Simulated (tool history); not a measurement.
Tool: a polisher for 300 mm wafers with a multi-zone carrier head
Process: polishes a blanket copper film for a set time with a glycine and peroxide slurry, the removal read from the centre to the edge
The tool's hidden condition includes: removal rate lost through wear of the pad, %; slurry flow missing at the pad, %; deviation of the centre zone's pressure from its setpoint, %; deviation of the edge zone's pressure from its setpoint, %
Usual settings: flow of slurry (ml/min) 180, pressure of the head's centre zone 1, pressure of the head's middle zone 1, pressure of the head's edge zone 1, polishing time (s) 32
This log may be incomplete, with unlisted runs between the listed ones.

run     day  flow of slurry (ml/min)  pressure of the head's centre zone  pressure of the head's middle zone  pressure of the head's edge zone  polishing time (s)  wafers since the last listed run  wafers polished on this pad  hours since the slurry nozzle was cleaned  hours since the centre zone pressure was calibrated  hours since the edge zone pressure was calibrated  hours since the carrier head's membrane was replaced  incoming thickness of the incoming film, nm  film removed at the wafer's centre (Å)  film removed at mid-radius (Å)  film removed at the wafer's edge (Å)
  1       0                      180                                   1                                0.96                                 1                  32                                 0                         4043                                      465.1                                                395.8                                              327.2                                                 658.6                                         2332                                    1479                            1412                                  1442
  2   1.688                      180                                   1                                   1                                 1                  29                               529                         4573                                      505.6                                                436.3                                              367.7                                                 699.1                                       2362.7                                    1348                            1315                                  1300
  3   4.267                      120                                   1                                   1                              0.93                  32                               809                         5383                                      567.5                                                498.2                                              429.6                                                   761                                       2308.8                                    1287                            1296                                  1278
  4    6.35                      145                                0.97                                   1                                 1                  32                               654                         6037                                      617.5                                                548.2                                              479.6                                                   811                                       2323.4                                    1368                            1381                                  1386
      7.921  -- worn pad replaced by a new one
  5   8.242                      180                                0.94                                1.06                                 1                  24                               541                          100                                      662.9                                                593.6                                                525                                                 856.4                                       2319.6                                    1070                            1130                                  1076
  6   9.954                      180                                0.91                                   1                                 1                  32                               537                          638                                        704                                                634.7                                              566.1                                                 897.5                                       2330.2                                    1397                            1446                                  1448
  7  12.892                      125                                   1                                   1                                 1                  32                               922                         1560                                      774.5                                                705.2                                              636.6                                                   968                                       2308.6                                    1303                            1304                                  1333
     12.979  -- edge zone pressure recalibrated
  8  14.575                      225                                0.89                                1.11                                 1                  35                               502                         2062                                      814.9                                                745.6                                               38.3                                                1008.4                                       2356.6                                    1593                            1786                                  1619
  9  16.188                      225                                0.96                                   1                              1.08                  29                               506                         2569                                      853.6                                                784.3                                                 77                                                1047.1                                       2303.7                                    1359                            1343                                  1388
     17.625  -- slurry nozzle cleaned
 10  19.096                      180                                0.89                                   1                                 1                  40                               899                         3468                                       35.3                                                854.1                                              146.8                                                1116.9                                       2303.6                                    1820                            1884                                  1813
 11  21.712                      225                                0.89                                1.11                                 1                  35                               821                         4290                                       98.1                                                916.9                                              209.6                                                1179.7                                       2321.1                                    1641                            1834                                  1706
 12  23.438                      180                                   1                                   1                                 1                  32                               541                         4831                                      139.5                                                958.3                                                251                                                1221.1                                         2302                                    1517                            1472                                  1477
      26.25  -- centre zone pressure recalibrated
 13  26.833                      180                                   1                                0.93                                 1                  22                              1039                         5871                                        221                                                   14                                              332.5                                                1302.6                                       2361.5                                    1025                             961                                  1025
 14  27.842                      235                                1.09                                 1.1                                 1                  32                               316                         6188                                      245.2                                                 38.2                                              356.7                                                1326.8                                       2348.4                                    1654                            1651                                  1509
     28.267  -- worn pad replaced by a new one
       28.4  -- carrier head's membrane replaced by a new one
 15  29.888                      140                                0.91                                 1.1                                 1                  32                               548                          467                                      294.3                                                 87.3                                              405.8                                                  35.7                                       2326.8                                    1350                            1499                                  1405
 16  32.208                      180                                0.97                                0.94                               0.9                  32                               728                         1195                                        350                                                  143                                              461.5                                                  91.4                                       2339.6                                    1464                            1420                                  1429
 17  33.954                      180                                   1                                0.95                                 1                  32                               548                         1743                                      391.9                                                184.9                                              503.4                                                 133.3                                       2320.6                                    1480                            1424                                  1482
 18  35.033                      135                                   1                                   1                                 1                  32                               338                         2082                                      417.8                                                210.8                                              529.3                                                 159.2                                       2345.9                                    1377                            1370                                  1403
 19  37.962                      180                                   1                                   1                                 1                  41                               919                         3002                                      488.1                                                281.1                                              599.6                                                 229.5                                       2327.7                                    1881                            1871                                  1875
     38.812  -- edge zone pressure recalibrated
 20  40.058                      180                                   1                                   1                                 1                  32                               631                         3633                                      538.4                                                331.4                                               29.9                                                 279.8                                       2306.9                                    1494                            1471                                  1455
 21  41.425                      230                                   1                                   1                              0.97                  32                               429                         4062                                      571.2                                                364.2                                               62.7                                                 312.6                                         2309                                    1550                            1531                                  1478

5 ways to go on from here, each from the tool as it stands after run 21. What would each give?
  A  41.442                      180                                0.95                                   1                                 1                  32                                 5                         4068                                      571.6                                                364.6                                               63.1                                                   313                                       2308.2                                       ?                               ?                                     ?
  B  41.442                      235                                   1                                   1                              0.91                  28                                 5                         4068                                      571.6                                                364.6                                               63.1                                                   313                                       2308.2                                       ?                               ?                                     ?
  C  41.442                      180                                   1                                0.96                              0.93                  25                                 5                         4068                                      571.6                                                364.6                                               63.1                                                   313                                       2308.2                                       ?                               ?                                     ?
  D  41.442                      180                                0.93                                0.96                                 1                  32                                 5                         4068                                      571.6                                                364.6                                               63.1                                                   313                                       2308.2                                       ?                               ?                                     ?
  E  41.442                      180                                0.94                                   1                              0.94                  43                                 5                         4068                                      571.6                                                364.6                                               63.1                                                   313                                       2308.2                                       ?                               ?                                     ?

run  film removed at the wafer's centre (Å)  film removed at mid-radius (Å)  film removed at the wafer's edge (Å)
  A                                    1442                            1459                                  1442
  B                                    1373                            1341                                  1258
  C                                    1159                            1105                                  1094
  D                                    1425                            1414                                  1443
  E                                    1926                            1961                                  1888
Without the tool's hidden state the same runs would have given:
run  film removed at the wafer's centre (Å)  film removed at mid-radius (Å)  film removed at the wafer's edge (Å)
  A                                    1504                            1514                                  1481
  B                                    1417                            1379                                  1285
  C                                    1209                            1147                                  1124
  D                                    1486                            1468                                  1482
  E                                    2009                            2035                                  1940
